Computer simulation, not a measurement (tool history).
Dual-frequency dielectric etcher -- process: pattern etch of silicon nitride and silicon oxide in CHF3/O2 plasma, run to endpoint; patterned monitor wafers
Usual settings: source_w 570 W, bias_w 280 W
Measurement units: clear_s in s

run	hour	source_w	bias_w	incoming incoming film thickness, nm	clear_s
1	0	570	266	235.4	145.2
2	107.8	570	266	238.6	149.8
# hour 192.2: wet clean of the chamber
3	192.7	680	262	236	126.9
4	264.9	570	330	238.1	129.7
5	305	570	330	236.7	128.9
6	391.3	570	280	235.1	137.3
7	442	570	280	237.4	139.6
8	532.7	620	280	236.9	136.7
9	672.6	620	280	236.4	137.6
# hour 729.8: wet clean of the chamber
# hour 766.2: upper electrode replaced
10	775.8	650	280	235.2	128.3
11	832.8	640	300	235.6	128
12	937.6	640	300	237.4	128.9
13	1003.2	570	280	234.6	139.3
14	1067.3	570	280	236.8	141.6
15	1129	570	280	236.1	142
16	1219.4	570	241	239.1	152.6
# hour 1256.1: wet clean of the chamber
17	1280	520	240	237.7	149.2
18	1375.4	610	299	236.4	133.3
# hour 1439.6: source power generator calibrated
# hour 1475.3: bias power generator calibrated
19	1475.8	690	213	237.5	141.1
20	1557.6	620	280	236	136
21	1636.4	570	280	236.3	143.6
22	1699.8	620	226	237.6	147.8
# hour 1757.3: wet clean of the chamber
23	1802.8	710	327	239.7	123
24	1884.7	570	311	238.1	135
25	1931.7	700	280	235.2	128.7
26	1997.1	430	280	235.4	159.2
27	2036	500	308	240.6	145.5
28	2117.3	570	305	236.5	137.6
29	2180	570	280	234.9	141.8
30	2249.3	460	262	237.1	162.5

Here are 4 independent what-if runs from the current tool condition. What would each one return?
A	2249.8	490	280	237.6	?
B	2249.8	660	280	237.6	?
C	2249.8	680	302	237.6	?
D	2249.8	570	336	237.6	?

run	clear_s
A	155.2
B	137.3
C	132.6
D	137.9
Without the tool's unlogged condition, the same runs would have read:
run	clear_s
A	146.5
B	129.5
C	125.1
D	130.1

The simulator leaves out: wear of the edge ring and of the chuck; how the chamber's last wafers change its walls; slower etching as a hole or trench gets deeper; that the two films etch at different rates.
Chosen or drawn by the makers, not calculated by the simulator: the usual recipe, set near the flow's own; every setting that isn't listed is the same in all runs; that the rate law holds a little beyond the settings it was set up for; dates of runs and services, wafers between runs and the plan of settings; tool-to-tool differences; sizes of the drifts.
